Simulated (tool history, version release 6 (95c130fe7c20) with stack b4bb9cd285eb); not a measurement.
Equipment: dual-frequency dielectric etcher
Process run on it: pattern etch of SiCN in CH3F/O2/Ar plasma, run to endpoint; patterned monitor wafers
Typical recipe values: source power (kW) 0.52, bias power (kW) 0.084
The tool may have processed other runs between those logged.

run   hour  source power (kW)  bias power (kW)  incoming incoming film thickness, nm  endpoint time (s)
  1      0               0.52            0.084                                  6.74               15.1
  2   12.7               0.45            0.068                                  6.81               17.5
  3   28.9               0.45            0.068                                  6.85               17.7
  4   48.6               0.46            0.071                                  6.75                 17
  5   98.7               0.46            0.071                                  6.81               17.1
  6    122               0.46            0.071                                   6.8               17.3
  7  153.6               0.52            0.084                                  6.73               15.2
  8  188.4               0.52            0.084                                  6.79               15.3
  9  207.4               0.59            0.066                                  6.72               15.9
     238.8  -- source power generator calibrated
 10  261.2               0.52            0.084                                  6.75               15.5
     293.6  -- wet clean of the chamber
 11  294.1               0.39            0.099                                  6.82               16.6
     332.7  -- upper electrode replaced
     366.6  -- bias power generator calibrated
     375.4  -- wet clean of the chamber, repeated, since the last time left the tool worse
 12  375.9               0.52            0.084                                  6.77               14.9
 13  397.7               0.41            0.094                                   6.8               15.8
 14  426.2               0.65            0.094                                  6.73               13.1
 15  459.6               0.65            0.075                                  6.82               14.6
 16  489.8               0.42            0.094                                  6.81               15.7

Predict each of these 5 candidate next runs independently; none follows another, all start after run 16:
  A  490.2               0.52            0.084                                  6.81                  ?
  B  490.2               0.43            0.077                                  6.81                  ?
  C  490.2                0.6            0.075                                  6.81                  ?
  D  490.2               0.41            0.098                                  6.81                  ?
  E  490.2               0.45            0.096                                  6.81                  ?

run  endpoint time (s)
  A               15.1
  B               16.8
  C                 15
  D               15.5
  E               15.1
Stripped of hidden state, with their random variation kept, the same runs would have yielded:
run  endpoint time (s)
  A               14.9
  B               16.5
  C               14.8
  D               15.3
  E               14.9

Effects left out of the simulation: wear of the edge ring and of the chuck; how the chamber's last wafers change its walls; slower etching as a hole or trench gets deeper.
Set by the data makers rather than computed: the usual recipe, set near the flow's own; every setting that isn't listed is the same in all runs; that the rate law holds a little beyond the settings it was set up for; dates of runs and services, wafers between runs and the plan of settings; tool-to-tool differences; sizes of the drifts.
